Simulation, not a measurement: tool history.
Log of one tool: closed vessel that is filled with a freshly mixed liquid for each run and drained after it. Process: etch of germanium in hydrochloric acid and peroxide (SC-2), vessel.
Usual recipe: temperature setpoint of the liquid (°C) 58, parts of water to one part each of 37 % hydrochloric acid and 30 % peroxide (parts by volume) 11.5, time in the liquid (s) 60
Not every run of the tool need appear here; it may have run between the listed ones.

run,hour,temperature setpoint of the liquid (°C),parts of water to one part each of 37 % hydrochloric acid and 30 % peroxide (parts by volume),time in the liquid (s),"read-back film thickness of the germanium reference wafer, read on the same gauge (nm)",thickness taken off the germanium on a monitor wafer (nm)
1,0,58,11.5,40,60,92.56
2,18.4,58,11.5,40,60,92.15
3,43,58,11.5,40,60.03,92
4,73.7,58,11.5,60,60.03,138.69
5,95.1,58,11.5,60,60,136.57
6,118.1,58,11.5,60,59.98,136.78
7,132.5,58,11.5,60,60.02,135.28
8,159.7,58,11.5,60,59.98,135.05
9,189.7,58,11.5,60,59.99,135.4
10,204.3,58,11.5,45,60.05,101.29
11,234.8,63.5,11.5,60,60.02,158.45
12,253,58,11.5,60,59.98,132.92
# hour 274.6: gauge calibrated
13,279.8,51,11.5,60,60.05,108.63
# hour 298.3: new drum of peroxide connected
14,304.5,58,11.5,60,60.01,131.99
# hour 336.1: chemicals flow meter replaced
# hour 337: thermometer replaced
15,337.5,63.5,11.5,60,59.99,165.83
16,348.3,65,13.5,50,60.03,140.91
17,373.4,49.5,15.5,30,60.03,53.16
18,393.9,66.5,10,60,59.99,183.72
19,420.6,58,11.5,60,60,140.99
20,441.7,61.5,11.5,30,60.04,78.5

A few steps of thickness taken off the germanium on a monitor wafer (nm) between consecutive runs. Split each: what settings, incoming material and random variation would produce without the hidden state, and what is left over for the hidden state, along with gauge scatter present in only one of the two compared results (measured, and without hidden state):
Hidden conditions of the tool in this case: liquid colder than its thermometer reads (K); chemicals flow above the setpoint (%); peroxide weaker than its label (%); gauge reads high (%).
Run 10 -> 11: temperature setpoint of the liquid (°C) 58 -> 63.5, time in the liquid (s) 45 -> 60. thickness taken off the germanium on a monitor wafer (nm) +57.16: hidden state -3.76, all else +60.92.
Run 14 -> 15: temperature setpoint of the liquid (°C) 58 -> 63.5, chemicals flow meter replaced, thermometer replaced. thickness taken off the germanium on a monitor wafer (nm) +33.84: hidden state +8.46, all else +25.38.
Run 16 -> 17: temperature setpoint of the liquid (°C) 65 -> 49.5, parts of water to one part each of 37 % hydrochloric acid and 30 % peroxide (parts by volume) 13.5 -> 15.5, time in the liquid (s) 50 -> 30. thickness taken off the germanium on a monitor wafer (nm) -87.75: hidden state +0.64, all else -88.39.
Run 17 -> 18: temperature setpoint of the liquid (°C) 49.5 -> 66.5, parts of water to one part each of 37 % hydrochloric acid and 30 % peroxide (parts by volume) 15.5 -> 10, time in the liquid (s) 30 -> 60. thickness taken off the germanium on a monitor wafer (nm) +130.56: hidden state -1.89, all else +132.45.
